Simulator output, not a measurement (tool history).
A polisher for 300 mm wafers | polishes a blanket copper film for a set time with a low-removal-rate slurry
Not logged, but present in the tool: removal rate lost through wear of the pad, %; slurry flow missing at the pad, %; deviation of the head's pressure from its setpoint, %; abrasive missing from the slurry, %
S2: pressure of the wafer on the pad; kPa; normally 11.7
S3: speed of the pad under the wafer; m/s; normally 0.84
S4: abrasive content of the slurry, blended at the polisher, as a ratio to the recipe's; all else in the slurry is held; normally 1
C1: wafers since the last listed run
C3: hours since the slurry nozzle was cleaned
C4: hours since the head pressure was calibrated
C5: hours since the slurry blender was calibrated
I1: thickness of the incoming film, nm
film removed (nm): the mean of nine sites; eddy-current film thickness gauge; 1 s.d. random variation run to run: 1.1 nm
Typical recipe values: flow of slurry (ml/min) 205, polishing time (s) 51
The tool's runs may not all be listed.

run 1 day=0 | flow_of_slurry_(ml/min)=205 S2=11.7 S3=0.84 S4=1 polishing_time_(s)=51 | C1=0 wafers_polished_on_this_pad=1071 C3=272.9 C4=1094 C5=47.4 | I1=979.5 | film_removed_(nm)=75.7
run 2 day=3.958 | flow_of_slurry_(ml/min)=205 S2=11.7 S3=0.84 S4=1 polishing_time_(s)=51 | C1=1055 wafers_polished_on_this_pad=2127 C3=367.9 C4=1189 C5=142.4 | I1=993.3 | film_removed_(nm)=70.8
-- day=4.842 worn pad replaced by a new one
run 3 day=5.171 | flow_of_slurry_(ml/min)=205 S2=11.7 S3=0.84 S4=1 polishing_time_(s)=51 | C1=278 wafers_polished_on_this_pad=87 C3=397 C4=1218.1 C5=171.5 | I1=978 | film_removed_(nm)=75.1
run 4 day=6.65 | flow_of_slurry_(ml/min)=180 S2=11.7 S3=0.84 S4=1 polishing_time_(s)=51 | C1=394 wafers_polished_on_this_pad=482 C3=432.5 C4=1253.6 C5=207 | I1=996.2 | film_removed_(nm)=73.6
run 5 day=9.683 | flow_of_slurry_(ml/min)=205 S2=11.7 S3=0.84 S4=0.9 polishing_time_(s)=51 | C1=808 wafers_polished_on_this_pad=1291 C3=505.3 C4=1326.4 C5=279.8 | I1=981.9 | film_removed_(nm)=70.2
-- day=9.788 head pressure recalibrated
-- day=10.058 slurry blender recalibrated
run 6 day=10.612 | flow_of_slurry_(ml/min)=160 S2=11.7 S3=0.84 S4=1 polishing_time_(s)=58 | C1=203 wafers_polished_on_this_pad=1494 C3=527.6 C4=19.8 C5=13.3 | I1=991 | film_removed_(nm)=76.1
run 7 day=11.462 | flow_of_slurry_(ml/min)=205 S2=11.7 S3=0.84 S4=1 polishing_time_(s)=51 | C1=226 wafers_polished_on_this_pad=1720 C3=548 C4=40.2 C5=33.7 | I1=986.5 | film_removed_(nm)=71.6
run 8 day=12.95 | flow_of_slurry_(ml/min)=205 S2=11.7 S3=0.84 S4=1 polishing_time_(s)=51 | C1=396 wafers_polished_on_this_pad=2117 C3=583.7 C4=75.9 C5=69.4 | I1=1001.4 | film_removed_(nm)=70.9
run 9 day=13.575 | flow_of_slurry_(ml/min)=205 S2=9 S3=0.84 S4=1 polishing_time_(s)=56 | C1=166 wafers_polished_on_this_pad=2284 C3=598.7 C4=90.9 C5=84.4 | I1=980.9 | film_removed_(nm)=61.5
-- day=14.533 worn pad replaced by a new one
run 10 day=16.096 | flow_of_slurry_(ml/min)=205 S2=15.2 S3=0.84 S4=1 polishing_time_(s)=51 | C1=627 wafers_polished_on_this_pad=416 C3=659.2 C4=151.4 C5=144.9 | I1=984.7 | film_removed_(nm)=91.9
run 11 day=16.938 | flow_of_slurry_(ml/min)=205 S2=11.7 S3=0.84 S4=1 polishing_time_(s)=51 | C1=224 wafers_polished_on_this_pad=640 C3=679.4 C4=171.6 C5=165.1 | I1=969.2 | film_removed_(nm)=72.6
run 12 day=17.871 | flow_of_slurry_(ml/min)=205 S2=13.8 S3=0.84 S4=1.1 polishing_time_(s)=34 | C1=248 wafers_polished_on_this_pad=889 C3=701.8 C4=194 C5=187.5 | I1=994.4 | film_removed_(nm)=57.3
-- day=18.746 slurry nozzle cleaned
run 13 day=18.888 | flow_of_slurry_(ml/min)=205 S2=11.7 S3=0.84 S4=1 polishing_time_(s)=51 | C1=259 wafers_polished_on_this_pad=1149 C3=3.4 C4=218.4 C5=211.9 | I1=982.5 | film_removed_(nm)=80.4
run 14 day=20.312 | flow_of_slurry_(ml/min)=205 S2=9.7 S3=1.02 S4=1 polishing_time_(s)=51 | C1=379 wafers_polished_on_this_pad=1529 C3=37.6 C4=252.6 C5=246.1 | I1=962.4 | film_removed_(nm)=77.4
-- day=20.679 slurry blender recalibrated
run 15 day=20.996 | flow_of_slurry_(ml/min)=175 S2=11.7 S3=0.64 S4=1.1 polishing_time_(s)=34 | C1=159 wafers_polished_on_this_pad=1689 C3=54 C4=269 C5=7.6 | I1=973.8 | film_removed_(nm)=41.2
run 16 day=21.962 | flow_of_slurry_(ml/min)=205 S2=9.7 S3=1.02 S4=1 polishing_time_(s)=51 | C1=257 wafers_polished_on_this_pad=1946 C3=77.2 C4=292.2 C5=30.8 | I1=979.1 | film_removed_(nm)=74.7
run 17 day=22.838 | flow_of_slurry_(ml/min)=255 S2=11.7 S3=0.72 S4=1 polishing_time_(s)=45 | C1=233 wafers_polished_on_this_pad=2180 C3=98.2 C4=313.2 C5=51.8 | I1=971.8 | film_removed_(nm)=61.2
-- day=23.571 worn pad replaced by a new one
run 18 day=23.592 | flow_of_slurry_(ml/min)=205 S2=11.7 S3=0.84 S4=1 polishing_time_(s)=51 | C1=156 wafers_polished_on_this_pad=5 C3=116.3 C4=331.3 C5=69.9 | I1=994.8 | film_removed_(nm)=81.4
run 19 day=24.896 | flow_of_slurry_(ml/min)=205 S2=11.7 S3=0.84 S4=1 polishing_time_(s)=51 | C1=347 wafers_polished_on_this_pad=352 C3=147.6 C4=362.6 C5=101.2 | I1=977.7 | film_removed_(nm)=77.9
run 20 day=26.017 | flow_of_slurry_(ml/min)=240 S2=8.3 S3=1.08 S4=0.8 polishing_time_(s)=51 | C1=298 wafers_polished_on_this_pad=651 C3=174.5 C4=389.5 C5=128.1 | I1=962.8 | film_removed_(nm)=69.5
run 21 day=26.7 | flow_of_slurry_(ml/min)=205 S2=11.7 S3=0.62 S4=1 polishing_time_(s)=36 | C1=182 wafers_polished_on_this_pad=833 C3=190.9 C4=405.9 C5=144.5 | I1=967.3 | film_removed_(nm)=42.5
run 22 day=27.662 | flow_of_slurry_(ml/min)=205 S2=11.7 S3=0.84 S4=1 polishing_time_(s)=51 | C1=256 wafers_polished_on_this_pad=1090 C3=214 C4=429 C5=167.6 | I1=981.2 | film_removed_(nm)=75.5
run 23 day=28.662 | flow_of_slurry_(ml/min)=205 S2=14.5 S3=1 S4=1 polishing_time_(s)=51 | C1=266 wafers_polished_on_this_pad=1357 C3=238 C4=453 C5=191.6 | I1=975.8 | film_removed_(nm)=103.7
run 24 day=30.162 | flow_of_slurry_(ml/min)=240 S2=11.7 S3=0.84 S4=1 polishing_time_(s)=51 | C1=399 wafers_polished_on_this_pad=1756 C3=274 C4=489 C5=227.6 | I1=991.6 | film_removed_(nm)=74.4
run 25 day=30.946 | flow_of_slurry_(ml/min)=205 S2=11.7 S3=1.04 S4=1 polishing_time_(s)=51 | C1=208 wafers_polished_on_this_pad=1965 C3=292.8 C4=507.8 C5=246.4 | I1=990.7 | film_removed_(nm)=82.9
run 26 day=31.742 | flow_of_slurry_(ml/min)=205 S2=11.7 S3=0.84 S4=1.15 polishing_time_(s)=59 | C1=212 wafers_polished_on_this_pad=2177 C3=311.9 C4=526.9 C5=265.5 | I1=980.5 | film_removed_(nm)=82.7
-- day=32.508 slurry blender recalibrated
-- day=32.692 worn pad replaced by a new one
run 27 day=32.712 | flow_of_slurry_(ml/min)=205 S2=11.7 S3=0.84 S4=1 polishing_time_(s)=51 | C1=192 wafers_polished_on_this_pad=5 C3=335.2 C4=550.2 C5=4.9 | I1=987.9 | film_removed_(nm)=74.5
run 28 day=33.742 | flow_of_slurry_(ml/min)=205 S2=11.7 S3=0.84 S4=1 polishing_time_(s)=51 | C1=274 wafers_polished_on_this_pad=280 C3=359.9 C4=574.9 C5=29.6 | I1=983 | film_removed_(nm)=76.5
run 29 day=34.829 | flow_of_slurry_(ml/min)=255 S2=11.7 S3=0.84 S4=0.85 polishing_time_(s)=51 | C1=289 wafers_polished_on_this_pad=569 C3=386 C4=601 C5=55.7 | I1=971.3 | film_removed_(nm)=74.4
run 30 day=36.283 | flow_of_slurry_(ml/min)=205 S2=15.9 S3=0.84 S4=1 polishing_time_(s)=36 | C1=387 wafers_polished_on_this_pad=957 C3=420.9 C4=635.9 C5=90.6 | I1=993.4 | film_removed_(nm)=66.5
run 31 day=37.004 | flow_of_slurry_(ml/min)=205 S2=11.7 S3=0.96 S4=1 polishing_time_(s)=51 | C1=192 wafers_polished_on_this_pad=1149 C3=438.2 C4=653.2 C5=107.9 | I1=973.2 | film_removed_(nm)=81.8

What the log doesn't show, run by run:
deviation of the head's pressure from its setpoint, %: 0, the same for each run
abrasive missing from the slurry, %: 0, the same for each run
H1: removal rate lost through wear of the pad, %
H2: slurry flow missing at the pad, %
run=1 H1=4.93 H2=27.1
run=2 H1=8.67 H2=31.6
run=3 H1=1.18 H2=32.7
run=4 H1=2.58 H2=33.9
run=5 H1=5.45 H2=35.9
run=6 H1=6.33 H2=36.4
run=7 H1=7.13 H2=36.9
run=8 H1=8.54 H2=37.5
run=9 H1=9.13 H2=37.8
run=10 H1=1.79 H2=38.7
run=11 H1=2.58 H2=39
run=12 H1=3.47 H2=39.2
run=13 H1=4.43 H2=3.96
run=14 H1=5.77 H2=8.94
run=15 H1=6.42 H2=11.1
run=16 H1=7.33 H2=14
run=17 H1=8.16 H2=16.3
run=18 H1=0.853 H2=18.3
run=19 H1=2.09 H2=21.3
run=20 H1=3.15 H2=23.6
run=21 H1=3.79 H2=24.9
run=22 H1=4.7 H2=26.6
run=23 H1=5.65 H2=28.2
run=24 H1=7.06 H2=30.4
run=25 H1=7.81 H2=31.4
run=26 H1=8.56 H2=32.4
run=27 H1=0.708 H2=33.5
run=28 H1=1.68 H2=34.5
run=29 H1=2.71 H2=35.6
run=30 H1=4.08 H2=36.8
run=31 H1=4.76 H2=37.3
